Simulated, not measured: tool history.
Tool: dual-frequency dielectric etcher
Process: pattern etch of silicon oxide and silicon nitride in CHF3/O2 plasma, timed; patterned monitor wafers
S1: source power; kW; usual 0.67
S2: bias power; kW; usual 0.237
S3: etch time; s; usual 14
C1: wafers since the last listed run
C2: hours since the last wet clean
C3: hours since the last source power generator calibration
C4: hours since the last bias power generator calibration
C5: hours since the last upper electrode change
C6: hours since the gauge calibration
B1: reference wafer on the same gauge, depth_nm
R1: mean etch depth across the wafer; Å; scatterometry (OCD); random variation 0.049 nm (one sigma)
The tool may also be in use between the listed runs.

run   hour    S1     S2  S3   C1     C2      C3      C4     C5     C6     B1     R1
  1      0  0.74  0.237  12    0  118.4  3026.2  2234.6   44.2    6.7  26.59  208.9
  2   25.4  0.74  0.237  12  408  143.8  3051.6    2260   69.6   32.1  26.58  209.4
  3   52.9  0.74  0.237  12  442  171.3  3079.1  2287.5   97.1   59.6   26.6  210.5
      64.1  -- bias power generator calibrated
  4   72.7  0.67  0.237  14  254  191.1  3098.9     8.6  116.9   79.4  26.59  236.9
  5   90.6  0.67  0.237  14  287    209  3116.8    26.5  134.8   97.3   26.6  237.5
  6  113.9  0.76  0.237  14  374  232.3  3140.1    49.8  158.1  120.6  26.59  250.9
  7  143.3  0.67  0.237  14  472  261.7  3169.5    79.2  187.5    150  26.62  238.2
  8  164.1  0.57  0.237  10  334  282.5  3190.3     100  208.3  170.8  26.61  158.6
  9  180.9  0.55  0.237  17  270  299.3  3207.1   116.8  225.1  187.6  26.61  265.4
     207.1  -- wet clean of the chamber
 10  212.2  0.82  0.237  13  117    5.1  3238.4   148.1  256.4  218.9  26.59  237.5
 11  228.7  0.73  0.274  10  265   21.6  3254.9   164.6  272.9  235.4  26.58  182.8
 12  243.5  0.72  0.196  13  237   36.4  3269.7   179.4  287.7  250.2  26.59  210.3
 13  267.3  0.67  0.237  14  382   60.2  3293.5   203.2  311.5    274  26.62  234.7
     281.9  -- source power generator calibrated
 14  295.9  0.67  0.237  13  395   88.8      14   231.8  340.1  302.6   26.6  217.9
 15  323.3  0.59    0.2  14  440  116.2    41.4   259.2  367.5    330  26.59  208.2

The next listed run, before its measurement:
 16  353.8  0.8  0.181  14  490  146.7  71.9  289.7  398  360.5   ?   ?

{"run 16": {"B1": 26.63, "R1": 230}}
Without the tool's hidden state the same run would have given R1 230.5 Å.
